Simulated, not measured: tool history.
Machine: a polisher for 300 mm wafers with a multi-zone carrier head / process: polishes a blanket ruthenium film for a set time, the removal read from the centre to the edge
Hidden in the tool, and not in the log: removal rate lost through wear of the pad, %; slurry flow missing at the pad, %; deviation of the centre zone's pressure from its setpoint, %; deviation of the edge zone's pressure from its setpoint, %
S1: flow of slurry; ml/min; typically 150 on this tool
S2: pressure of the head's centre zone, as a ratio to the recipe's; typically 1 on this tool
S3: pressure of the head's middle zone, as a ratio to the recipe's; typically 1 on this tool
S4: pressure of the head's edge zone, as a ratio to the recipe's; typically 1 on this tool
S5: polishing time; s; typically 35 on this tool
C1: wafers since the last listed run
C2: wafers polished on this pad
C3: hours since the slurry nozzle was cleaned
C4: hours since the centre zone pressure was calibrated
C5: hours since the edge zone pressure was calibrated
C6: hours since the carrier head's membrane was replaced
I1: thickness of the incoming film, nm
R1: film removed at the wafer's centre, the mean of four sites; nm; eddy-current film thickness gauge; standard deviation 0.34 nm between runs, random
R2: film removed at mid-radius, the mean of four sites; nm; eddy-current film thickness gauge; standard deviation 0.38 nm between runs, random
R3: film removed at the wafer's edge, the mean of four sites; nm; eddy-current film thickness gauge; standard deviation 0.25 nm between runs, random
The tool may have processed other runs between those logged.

run	hour	S1	S2	S3	S4	S5	C1	C2	C3	C4	C5	C6	I1	R1	R2	R3
1	0	150	1	1	1	35	0	3585	363	149.5	220.9	342.3	640.4	34.1	33.7	34
# hour 31.3: worn pad replaced by a new one
2	59.5	150	1	1	1	35	497	253	422.5	209	280.4	401.8	634.3	34	33.3	33.8
3	133.3	150	1	1	1	35	662	915	496.3	282.8	354.2	475.6	644.1	33.6	32.4	34
4	193	150	1	1.09	1	35	535	1450	556	342.5	413.9	535.3	645.2	33.4	34.9	33.9
5	233.7	150	1	1.09	1	35	365	1815	596.7	383.2	454.6	576	637.3	33	35.5	33.2
6	318.9	150	1	1.09	1	35	764	2580	681.9	468.4	539.8	661.2	637.6	32.9	34.8	32.9
7	401.3	150	0.95	1	1	35	739	3319	764.3	550.8	622.2	743.6	652.7	31.6	32.9	33.2
# hour 449.7: worn pad replaced by a new one
8	472	125	1	1	1	35	598	200	835	621.5	692.9	814.3	632.5	30.4	30.3	32.2
# hour 522.1: carrier head's membrane replaced by a new one
9	528.1	150	0.93	1	1	35	458	658	891.1	677.6	749	6	645.7	30.4	32.4	33
# hour 559.9: slurry nozzle cleaned
10	572.5	150	1	1	1	35	389	1048	12.6	722	793.4	50.4	637.7	30.2	30.1	31.2
11	666.3	115	0.96	1	1	45	841	1889	106.4	815.8	887.2	144.2	633.1	32.7	34.3	38.3
# hour 686.3: edge zone pressure recalibrated
12	723	150	1	1	1	35	490	2380	163.1	872.5	36.7	200.9	634.4	29.9	29.5	30.8
# hour 831.3: worn pad replaced by a new one
# hour 988.2: slurry nozzle cleaned, repeated, since the last time left the tool worse
13	1025.9	150	1	1	1	35	2672	1737	37.7	1175.4	339.6	503.8	638.8	34.6	34.2	33.7
14	1068	150	0.88	1	1.03	44	377	2114	79.8	1217.5	381.7	545.9	632.1	39.2	42.3	43.9
# hour 1259.4: worn pad replaced by a new one
15	1376.9	100	1	1	0.91	30	2735	1054	388.7	1526.4	690.6	854.8	647.8	25.8	25.1	25.9
16	1425.3	190	1	0.9	1	35	434	1488	437.1	1574.8	739	903.2	642.6	36	32.3	34.5
# hour 1471: edge zone pressure recalibrated
17	1483.4	150	1.05	1	1	31	503	1991	495.2	1632.9	12.4	961.3	635.6	30.6	29.1	29.5

What does the tool deliver on the next run?
# hour 1493.2: carrier head's membrane replaced by a new one
# hour 1543: centre zone pressure recalibrated
# hour 1726.7: worn pad replaced by a new one
# hour 1733.2: slurry nozzle cleaned
18	1762.1	100	1	1	0.91	44	2392	308	28.9	219.1	291.1	268.9	650.4	?	?	?

R1: 38.8 nm
R2: 38.8 nm
R3: 38.6 nm
On a tool with no hidden condition, and with the same random variation, this run would have come out at R1 39.1 nm, R2 39.2 nm, R3 38.8 nm.

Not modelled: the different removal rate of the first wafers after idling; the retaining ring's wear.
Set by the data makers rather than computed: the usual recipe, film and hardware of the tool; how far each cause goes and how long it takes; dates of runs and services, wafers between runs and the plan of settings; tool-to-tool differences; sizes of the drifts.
